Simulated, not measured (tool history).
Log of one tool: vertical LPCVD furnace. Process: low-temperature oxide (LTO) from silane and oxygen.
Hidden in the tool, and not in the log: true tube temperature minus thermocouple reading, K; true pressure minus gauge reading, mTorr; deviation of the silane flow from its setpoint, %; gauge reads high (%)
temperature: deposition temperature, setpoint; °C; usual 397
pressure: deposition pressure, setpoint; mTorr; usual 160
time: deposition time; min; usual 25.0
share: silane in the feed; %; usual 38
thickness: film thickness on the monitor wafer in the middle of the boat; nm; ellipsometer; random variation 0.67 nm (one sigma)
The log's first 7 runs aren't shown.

run    hour  temperature  pressure  time  share  wafers since the last listed run  hours since the last temperature calibration  hours since the pressure gauge was zeroed  hours since the silane flow controller was replaced  hours since the gauge calibration  read-back reference wafer on the same gauge, thickness  thickness
  8   424.6          397       150  30.5     43                               251                                        3653.2                                       28.8                                                273.5                              335.1                                                  200.20     230.13
  9   480.9          397       160  29.0     38                               500                                        3709.5                                       85.1                                                329.8                              391.4                                                  199.78     201.69
 10   514.2          397       195  18.5     32                               296                                        3742.8                                      118.4                                                363.1                              424.7                                                  200.25     123.66
 11   543.2          388       145  25.0     38                               258                                        3771.8                                      147.4                                                392.1                              453.7                                                  200.04     141.16
 12   593.4          389       180  25.0     38                               446                                        3822.0                                      197.6                                                442.3                              503.9                                                  200.03     178.29
 13   647.7          397       160  25.0     38                               483                                        3876.3                                      251.9                                                496.6                              558.2                                                  200.11     173.82
      685.0  -- thermocouples replaced and temperature profile calibrated
 14   703.4          397       160  25.0     38                               282                                          18.4                                      307.6                                                552.3                              613.9                                                  200.03     172.15
 15   749.1          397       160  25.0     43                               406                                          64.1                                      353.3                                                598.0                              659.6                                                  200.08     200.29
 16   903.3          397       120  25.0     38                              1372                                         218.3                                      507.5                                                752.2                              813.8                                                  200.05     129.75
 17   957.3          397       160  17.0     38                               480                                         272.3                                      561.5                                                806.2                              867.8                                                  199.88     117.78
 18  1021.1          397       160  34.0     36                               567                                         336.1                                      625.3                                                870.0                              931.6                                                  200.23     220.95
 19  1046.8          387       160  25.0     38                               228                                         361.8                                      651.0                                                895.7                              957.3                                                  199.80     154.95
 20  1110.8          397       160  19.0     38                               569                                         425.8                                      715.0                                                959.7                             1021.3                                                  200.06     132.02
 21  1179.4          397       190  27.5     42                               610                                         494.4                                      783.6                                               1028.3                             1089.9                                                  200.00     255.41
 22  1251.1          405       160  25.0     38                               638                                         566.1                                      855.3                                               1100.0                             1161.6                                                  199.91     189.49
 23  1314.8          397       130  25.0     44                               566                                         629.8                                      919.0                                               1163.7                             1225.3                                                  200.00     168.03
 24  1380.0          387       160  25.0     43                               580                                         695.0                                      984.2                                               1228.9                             1290.5                                                  200.04     180.21
 25  1428.9          397       185  21.5     38                               435                                         743.9                                     1033.1                                               1277.8                             1339.4                                                  199.87     172.37
 26  1492.4          385       125  28.5     38                               565                                         807.4                                     1096.6                                               1341.3                             1402.9                                                  199.92     135.31
 27  1541.9          397       185  21.0     38                               440                                         856.9                                     1146.1                                               1390.8                             1452.4                                                  200.22     168.91
 28  1604.5          408       160  33.0     38                               557                                         919.5                                     1208.7                                               1453.4                             1515.0                                                  199.94     258.86
 29  1635.6          407       200  25.0     44                               276                                         950.6                                     1239.8                                               1484.5                             1546.1                                                  199.96     287.43
 30  1673.1          397       160  25.0     38                               333                                         988.1                                     1277.3                                               1522.0                             1583.6                                                  199.82     174.12
 31  1739.8          397       160  25.0     43                               593                                        1054.8                                     1344.0                                               1588.7                             1650.3                                                  200.20     201.78

4 ways to go on from here, each from the tool as it stands after run 31. What would each give?
  A  1744.1          397       160  25.0     38                                38                                        1059.1                                     1348.3                                               1593.0                             1654.6                                                       ?          ?
  B  1744.1          392       195  25.0     38                                38                                        1059.1                                     1348.3                                               1593.0                             1654.6                                                       ?          ?
  C  1744.1          397       160  25.0     35                                38                                        1059.1                                     1348.3                                               1593.0                             1654.6                                                       ?          ?
  D  1744.1          397       160  32.0     38                                38                                        1059.1                                     1348.3                                               1593.0                             1654.6                                                       ?          ?

run  read-back reference wafer on the same gauge, thickness  thickness
  A                                                  200.14     173.76
  B                                                  200.14     199.99
  C                                                  200.14     156.09
  D                                                  200.14     222.41
Without the tool's hidden state the same runs would have given:
run  thickness
  A     173.76
  B     199.99
  C     156.09
  D     222.41
